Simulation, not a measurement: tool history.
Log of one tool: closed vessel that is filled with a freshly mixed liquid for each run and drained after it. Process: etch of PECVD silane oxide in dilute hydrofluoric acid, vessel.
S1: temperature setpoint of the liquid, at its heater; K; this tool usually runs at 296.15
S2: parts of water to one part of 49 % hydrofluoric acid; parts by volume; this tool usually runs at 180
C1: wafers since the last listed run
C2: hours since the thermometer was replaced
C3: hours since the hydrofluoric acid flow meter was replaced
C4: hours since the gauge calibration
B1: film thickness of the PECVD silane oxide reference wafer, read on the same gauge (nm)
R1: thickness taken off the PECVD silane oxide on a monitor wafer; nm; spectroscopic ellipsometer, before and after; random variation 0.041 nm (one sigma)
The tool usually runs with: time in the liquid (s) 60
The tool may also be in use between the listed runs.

{"run": 1, "hour": 0.0, "S1": 296.15, "S2": 180, "time in the liquid (s)": 60, "C1": 0, "C2": 1267.0, "C3": 1272.8, "C4": 295.5, "B1": 59.98, "R1": 9.1}
{"run": 2, "hour": 9.3, "S1": 296.15, "S2": 180, "time in the liquid (s)": 60, "C1": 947, "C2": 1276.3, "C3": 1282.1, "C4": 304.8, "B1": 60.03, "R1": 9.15}
{"run": 3, "hour": 24.6, "S1": 296.15, "S2": 180, "time in the liquid (s)": 60, "C1": 1559, "C2": 1291.6, "C3": 1297.4, "C4": 320.1, "B1": 59.98, "R1": 9.08}
{"run": 4, "hour": 37.8, "S1": 296.15, "S2": 140, "time in the liquid (s)": 60, "C1": 1345, "C2": 1304.8, "C3": 1310.6, "C4": 333.3, "B1": 60.01, "R1": 12.31}
{"run": 5, "hour": 51.0, "S1": 299.65, "S2": 180, "time in the liquid (s)": 60, "C1": 1345, "C2": 1318.0, "C3": 1323.8, "C4": 346.5, "B1": 60.01, "R1": 10.51}
{"hour": 54.7, "done": "thermometer replaced"}
{"run": 6, "hour": 60.2, "S1": 296.15, "S2": 180, "time in the liquid (s)": 60, "C1": 835, "C2": 5.5, "C3": 1333.0, "C4": 355.7, "B1": 60.02, "R1": 8.34}
{"run": 7, "hour": 70.2, "S1": 292.15, "S2": 180, "time in the liquid (s)": 60, "C1": 1019, "C2": 15.5, "C3": 1343.0, "C4": 365.7, "B1": 59.98, "R1": 7.18}
{"run": 8, "hour": 84.8, "S1": 292.15, "S2": 180, "time in the liquid (s)": 60, "C1": 1488, "C2": 30.1, "C3": 1357.6, "C4": 380.3, "B1": 60.02, "R1": 7.16}
{"run": 9, "hour": 94.2, "S1": 292.15, "S2": 180, "time in the liquid (s)": 60, "C1": 958, "C2": 39.5, "C3": 1367.0, "C4": 389.7, "B1": 60.02, "R1": 7.15}
{"hour": 97.5, "done": "hydrofluoric acid flow meter replaced"}
{"run": 10, "hour": 105.9, "S1": 296.15, "S2": 180, "time in the liquid (s)": 35, "C1": 1090, "C2": 51.2, "C3": 8.4, "C4": 401.4, "B1": 60.0, "R1": 4.89}
{"run": 11, "hour": 112.9, "S1": 296.15, "S2": 180, "time in the liquid (s)": 35, "C1": 713, "C2": 58.2, "C3": 15.4, "C4": 408.4, "B1": 59.99, "R1": 4.92}
{"run": 12, "hour": 126.7, "S1": 296.15, "S2": 180, "time in the liquid (s)": 35, "C1": 1406, "C2": 72.0, "C3": 29.2, "C4": 422.2, "B1": 60.0, "R1": 4.91}
{"run": 13, "hour": 142.7, "S1": 296.15, "S2": 180, "time in the liquid (s)": 85, "C1": 1630, "C2": 88.0, "C3": 45.2, "C4": 438.2, "B1": 59.98, "R1": 11.91}
{"hour": 150.5, "done": "gauge calibrated"}
{"run": 14, "hour": 154.6, "S1": 297.65, "S2": 180, "time in the liquid (s)": 60, "C1": 1212, "C2": 99.9, "C3": 57.1, "C4": 4.1, "B1": 60.01, "R1": 8.83}
{"run": 15, "hour": 164.9, "S1": 292.15, "S2": 125, "time in the liquid (s)": 30, "C1": 1049, "C2": 110.2, "C3": 67.4, "C4": 14.4, "B1": 60.01, "R1": 5.54}
{"run": 16, "hour": 174.1, "S1": 294.15, "S2": 180, "time in the liquid (s)": 60, "C1": 937, "C2": 119.4, "C3": 76.6, "C4": 23.6, "B1": 60.01, "R1": 7.83}
{"run": 17, "hour": 183.7, "S1": 296.15, "S2": 220, "time in the liquid (s)": 75, "C1": 978, "C2": 129.0, "C3": 86.2, "C4": 33.2, "B1": 60.0, "R1": 8.29}
{"run": 18, "hour": 197.7, "S1": 296.15, "S2": 245, "time in the liquid (s)": 30, "C1": 1426, "C2": 143.0, "C3": 100.2, "C4": 47.2, "B1": 59.96, "R1": 2.89}

Run 19, settings as shown, results not yet in. Your forecast:
{"run": 19, "hour": 212.4, "S1": 291.65, "S2": 180, "time in the liquid (s)": 60, "C1": 1498, "C2": 157.7, "C3": 114.9, "C4": 61.9, "B1": "?", "R1": "?"}

{"run 19": {"B1": 59.98, "R1": 7.13}}
Were there no unlogged condition in the tool, this run, its random variation unchanged, would have produced R1 7.05 nm.
